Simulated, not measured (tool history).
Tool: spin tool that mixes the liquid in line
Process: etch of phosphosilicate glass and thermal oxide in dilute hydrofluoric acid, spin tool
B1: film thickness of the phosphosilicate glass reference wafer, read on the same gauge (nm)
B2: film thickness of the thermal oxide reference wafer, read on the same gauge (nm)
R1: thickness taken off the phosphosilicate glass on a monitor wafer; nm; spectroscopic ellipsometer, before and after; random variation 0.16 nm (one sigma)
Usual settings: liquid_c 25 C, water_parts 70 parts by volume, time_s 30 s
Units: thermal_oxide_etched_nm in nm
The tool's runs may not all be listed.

{"run": 1, "hour": 0.0, "liquid_c": 25, "water_parts": 70, "time_s": 30, "B1": 80.02, "B2": 129.942, "R1": 31.38, "thermal_oxide_etched_nm": 2.085}
{"run": 2, "hour": 21.0, "liquid_c": 25, "water_parts": 70, "time_s": 30, "B1": 80.01, "B2": 129.991, "R1": 31.28, "thermal_oxide_etched_nm": 2.065}
{"run": 3, "hour": 28.5, "liquid_c": 25, "water_parts": 70, "time_s": 15, "B1": 79.99, "B2": 130.036, "R1": 15.83, "thermal_oxide_etched_nm": 1.01}
{"hour": 36.8, "done": "gauge calibrated"}
{"run": 4, "hour": 42.4, "liquid_c": 25, "water_parts": 70, "time_s": 30, "B1": 79.99, "B2": 129.993, "R1": 31.44, "thermal_oxide_etched_nm": 2.076}
{"run": 5, "hour": 55.3, "liquid_c": 25, "water_parts": 70, "time_s": 25, "B1": 80.01, "B2": 129.972, "R1": 26.32, "thermal_oxide_etched_nm": 1.725}
{"run": 6, "hour": 68.9, "liquid_c": 25, "water_parts": 70, "time_s": 30, "B1": 80.03, "B2": 130.044, "R1": 31.52, "thermal_oxide_etched_nm": 2.07}
{"run": 7, "hour": 82.1, "liquid_c": 25, "water_parts": 70, "time_s": 30, "B1": 80.01, "B2": 129.967, "R1": 31.36, "thermal_oxide_etched_nm": 2.018}
{"run": 8, "hour": 92.1, "liquid_c": 30, "water_parts": 90, "time_s": 40, "B1": 80.01, "B2": 130.025, "R1": 38.73, "thermal_oxide_etched_nm": 2.589}
{"run": 9, "hour": 109.0, "liquid_c": 25, "water_parts": 95, "time_s": 30, "B1": 79.99, "B2": 130.002, "R1": 22.47, "thermal_oxide_etched_nm": 1.501}
{"run": 10, "hour": 115.6, "liquid_c": 25, "water_parts": 70, "time_s": 30, "B1": 80.01, "B2": 130.045, "R1": 31.31, "thermal_oxide_etched_nm": 2.096}
{"run": 11, "hour": 130.5, "liquid_c": 20.5, "water_parts": 70, "time_s": 30, "B1": 80.02, "B2": 129.992, "R1": 26.04, "thermal_oxide_etched_nm": 1.753}
{"run": 12, "hour": 146.8, "liquid_c": 22.5, "water_parts": 80, "time_s": 15, "B1": 80, "B2": 129.99, "R1": 12.22, "thermal_oxide_etched_nm": 0.818}
{"run": 13, "hour": 157.1, "liquid_c": 23.5, "water_parts": 55, "time_s": 20, "B1": 79.99, "B2": 129.986, "R1": 25.79, "thermal_oxide_etched_nm": 1.686}
{"hour": 167.5, "done": "thermometer replaced"}
{"run": 14, "hour": 171.5, "liquid_c": 30, "water_parts": 60, "time_s": 30, "B1": 79.98, "B2": 130.014, "R1": 49.67, "thermal_oxide_etched_nm": 3.243}
{"run": 15, "hour": 183.8, "liquid_c": 25, "water_parts": 70, "time_s": 30, "B1": 80.03, "B2": 130.026, "R1": 34.45, "thermal_oxide_etched_nm": 2.333}
{"run": 16, "hour": 195.9, "liquid_c": 20, "water_parts": 80, "time_s": 50, "B1": 79.99, "B2": 130.014, "R1": 40.32, "thermal_oxide_etched_nm": 2.605}
{"run": 17, "hour": 219.8, "liquid_c": 25, "water_parts": 70, "time_s": 30, "B1": 80, "B2": 129.997, "R1": 34.36, "thermal_oxide_etched_nm": 2.291}
{"run": 18, "hour": 231.5, "liquid_c": 25, "water_parts": 70, "time_s": 30, "B1": 80.02, "B2": 130.015, "R1": 34.18, "thermal_oxide_etched_nm": 2.261}
{"run": 19, "hour": 248.4, "liquid_c": 25, "water_parts": 50, "time_s": 30, "B1": 80, "B2": 129.996, "R1": 49.49, "thermal_oxide_etched_nm": 3.233}
{"run": 20, "hour": 258.5, "liquid_c": 25, "water_parts": 70, "time_s": 40, "B1": 80.01, "B2": 129.961, "R1": 45.6, "thermal_oxide_etched_nm": 2.96}
{"run": 21, "hour": 272.4, "liquid_c": 22, "water_parts": 95, "time_s": 30, "B1": 79.96, "B2": 130.012, "R1": 21.83, "thermal_oxide_etched_nm": 1.427}
{"run": 22, "hour": 284.3, "liquid_c": 25, "water_parts": 70, "time_s": 30, "B1": 79.98, "B2": 129.988, "R1": 34.46, "thermal_oxide_etched_nm": 2.255}
{"run": 23, "hour": 324.1, "liquid_c": 23.5, "water_parts": 70, "time_s": 20, "B1": 80.01, "B2": 129.955, "R1": 21.52, "thermal_oxide_etched_nm": 1.423}
{"run": 24, "hour": 333.0, "liquid_c": 25, "water_parts": 70, "time_s": 15, "B1": 80.02, "B2": 129.979, "R1": 17.13, "thermal_oxide_etched_nm": 1.135}
{"run": 25, "hour": 346.1, "liquid_c": 27, "water_parts": 105, "time_s": 40, "B1": 79.98, "B2": 129.938, "R1": 31.61, "thermal_oxide_etched_nm": 2.108}
{"run": 26, "hour": 355.6, "liquid_c": 28, "water_parts": 100, "time_s": 20, "B1": 79.99, "B2": 130, "R1": 17.37, "thermal_oxide_etched_nm": 1.152}
{"run": 27, "hour": 368.2, "liquid_c": 25, "water_parts": 70, "time_s": 30, "B1": 79.99, "B2": 129.986, "R1": 34.11, "thermal_oxide_etched_nm": 2.24}

3 ways to go on from here, each from the tool as it stands after run 27. What would each give?
{"run": "A", "hour": 368.6, "liquid_c": 29, "water_parts": 70, "time_s": 30, "B1": "?", "B2": "?", "R1": "?", "thermal_oxide_etched_nm": "?"}
{"run": "B", "hour": 368.6, "liquid_c": 29.5, "water_parts": 90, "time_s": 45, "B1": "?", "B2": "?", "R1": "?", "thermal_oxide_etched_nm": "?"}
{"run": "C", "hour": 368.6, "liquid_c": 23.5, "water_parts": 70, "time_s": 45, "B1": "?", "B2": "?", "R1": "?", "thermal_oxide_etched_nm": "?"}

run=A B1=79.99 B2=129.973 R1=40.31 thermal_oxide_etched_nm=2.666
run=B B1=79.99 B2=129.973 R1=46.63 thermal_oxide_etched_nm=3.084
run=C B1=79.99 B2=129.973 R1=48.54 thermal_oxide_etched_nm=3.21
Without the tool's hidden state the same runs would have given:
run=A R1=40.61 thermal_oxide_etched_nm=2.686
run=B R1=46.93 thermal_oxide_etched_nm=3.104
run=C R1=48.95 thermal_oxide_etched_nm=3.238
